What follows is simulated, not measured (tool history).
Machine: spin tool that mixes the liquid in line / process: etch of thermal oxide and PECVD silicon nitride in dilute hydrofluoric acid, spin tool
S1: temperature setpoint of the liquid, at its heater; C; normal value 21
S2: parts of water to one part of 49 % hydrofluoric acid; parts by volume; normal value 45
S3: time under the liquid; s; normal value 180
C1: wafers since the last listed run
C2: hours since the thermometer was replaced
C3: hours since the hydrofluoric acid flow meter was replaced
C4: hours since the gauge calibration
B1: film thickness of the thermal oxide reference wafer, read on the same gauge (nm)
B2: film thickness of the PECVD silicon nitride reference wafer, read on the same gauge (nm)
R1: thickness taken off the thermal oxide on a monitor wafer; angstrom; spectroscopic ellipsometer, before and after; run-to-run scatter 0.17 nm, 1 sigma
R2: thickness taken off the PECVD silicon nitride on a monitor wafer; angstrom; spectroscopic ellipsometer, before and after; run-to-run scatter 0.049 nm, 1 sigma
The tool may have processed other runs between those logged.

| run | hour | S1 | S2 | S3 | C1 | C2 | C3 | C4 | B1 | B2 | R1 | R2 |
|---|---|---|---|---|---|---|---|---|---|---|---|---|
| 1 | 0 | 21 | 45 | 180 | 0 | 1134.4 | 605 | 988.7 | 132.76 | 75.86 | 198.5 | 137 |
| 2 | 56.4 | 21 | 45 | 180 | 472 | 1190.8 | 661.4 | 1045.1 | 132.62 | 75.75 | 202.3 | 136.3 |
| 3 | 195 | 21 | 45 | 180 | 1160 | 1329.4 | 800 | 1183.7 | 132.28 | 75.59 | 201.2 | 136.6 |
|  | 208.6 | thermometer replaced |
| 4 | 233.3 | 18.5 | 45 | 180 | 312 | 24.7 | 838.3 | 1222 | 132.19 | 75.54 | 178.8 | 114.8 |
| 5 | 281 | 21 | 45 | 180 | 399 | 72.4 | 886 | 1269.7 | 132.08 | 75.49 | 199.2 | 136.3 |
| 6 | 333.4 | 21 | 45 | 180 | 438 | 124.8 | 938.4 | 1322.1 | 131.96 | 75.45 | 200.2 | 136.4 |
| 7 | 373.1 | 21 | 30 | 75 | 332 | 164.5 | 978.1 | 1361.8 | 131.94 | 75.42 | 124.7 | 84.1 |
| 8 | 421.2 | 21 | 45 | 180 | 402 | 212.6 | 1026.2 | 1409.9 | 131.91 | 75.36 | 197.2 | 137 |
| 9 | 487.2 | 21 | 45 | 180 | 552 | 278.6 | 1092.2 | 1475.9 | 131.85 | 75.3 | 197.2 | 136.3 |
| 10 | 565.6 | 19 | 45 | 180 | 656 | 357 | 1170.6 | 1554.3 | 131.7 | 75.24 | 180.5 | 117.7 |
| 11 | 621.5 | 21 | 45 | 130 | 468 | 412.9 | 1226.5 | 1610.2 | 131.66 | 75.22 | 143.6 | 98.7 |
| 12 | 675.1 | 21 | 50 | 210 | 448 | 466.5 | 1280.1 | 1663.8 | 131.59 | 75.21 | 207.2 | 143.2 |
|  | 702.1 | gauge calibrated |
| 13 | 733.7 | 17 | 45 | 230 | 490 | 525.1 | 1338.7 | 31.6 | 138.87 | 79.35 | 225.4 | 138.2 |
| 14 | 777.6 | 21 | 45 | 180 | 367 | 569 | 1382.6 | 75.5 | 138.15 | 78.95 | 206.4 | 143.3 |
|  | 782.6 | hydrofluoric acid flow meter replaced |
| 15 | 804.7 | 21 | 35 | 180 | 218 | 596.1 | 22.1 | 102.6 | 137.76 | 78.7 | 269.1 | 181.3 |
| 16 | 833.7 | 21 | 45 | 105 | 242 | 625.1 | 51.1 | 131.6 | 137.33 | 78.47 | 121.6 | 82.5 |
| 17 | 880 | 17 | 55 | 115 | 387 | 671.4 | 97.4 | 177.9 | 136.72 | 78.1 | 88.9 | 56.5 |
| 18 | 947.4 | 21 | 30 | 250 | 564 | 738.8 | 164.8 | 245.3 | 135.84 | 77.65 | 427.4 | 287.4 |
| 19 | 994.8 | 21 | 40 | 180 | 397 | 786.2 | 212.2 | 292.7 | 135.39 | 77.35 | 229.7 | 156.6 |
| 20 | 1036.1 | 17 | 35 | 80 | 345 | 827.5 | 253.5 | 334 | 134.98 | 77.12 | 98.7 | 59.6 |
| 21 | 1079.5 | 21 | 45 | 180 | 363 | 870.9 | 296.9 | 377.4 | 134.57 | 76.89 | 204.3 | 139.8 |
| 22 | 1127.6 | 26 | 45 | 215 | 402 | 919 | 345 | 425.5 | 134.08 | 76.66 | 297.3 | 232.8 |
| 23 | 1186.2 | 18 | 25 | 80 | 490 | 977.6 | 403.6 | 484.1 | 133.69 | 76.41 | 144.5 | 88.2 |
| 24 | 1230.5 | 24.5 | 30 | 180 | 371 | 1021.9 | 447.9 | 528.4 | 133.38 | 76.22 | 351.9 | 259.3 |
| 25 | 1300.3 | 23 | 25 | 220 | 584 | 1091.7 | 517.7 | 598.2 | 132.94 | 75.96 | 490.6 | 338.7 |

Forecast each of these 5 alternatives for the next run:
| A | 1300.8 | 21 | 45 | 210 | 4 | 1092.2 | 518.2 | 598.7 | ? | ? | ? | ? |
| B | 1300.8 | 21 | 55 | 220 | 4 | 1092.2 | 518.2 | 598.7 | ? | ? | ? | ? |
| C | 1300.8 | 19.5 | 35 | 215 | 4 | 1092.2 | 518.2 | 598.7 | ? | ? | ? | ? |
| D | 1300.8 | 21 | 45 | 100 | 4 | 1092.2 | 518.2 | 598.7 | ? | ? | ? | ? |
| E | 1300.8 | 21 | 45 | 250 | 4 | 1092.2 | 518.2 | 598.7 | ? | ? | ? | ? |

| run | B1 | B2 | R1 | R2 |
|---|---|---|---|---|
| A | 132.87 | 75.96 | 235.5 | 159.9 |
| B | 132.87 | 75.96 | 199.4 | 137.8 |
| C | 132.87 | 75.96 | 294.4 | 188.2 |
| D | 132.87 | 75.96 | 112.2 | 76.2 |
| E | 132.87 | 75.96 | 280.4 | 190.4 |
Take away the tool's hidden state, keep each run's random variation, and the runs would have read:
| run | R1 | R2 |
|---|---|---|
| A | 248.1 | 168.4 |
| B | 210 | 145.1 |
| C | 310 | 198.2 |
| D | 118.1 | 80.2 |
| E | 295.3 | 200.5 |
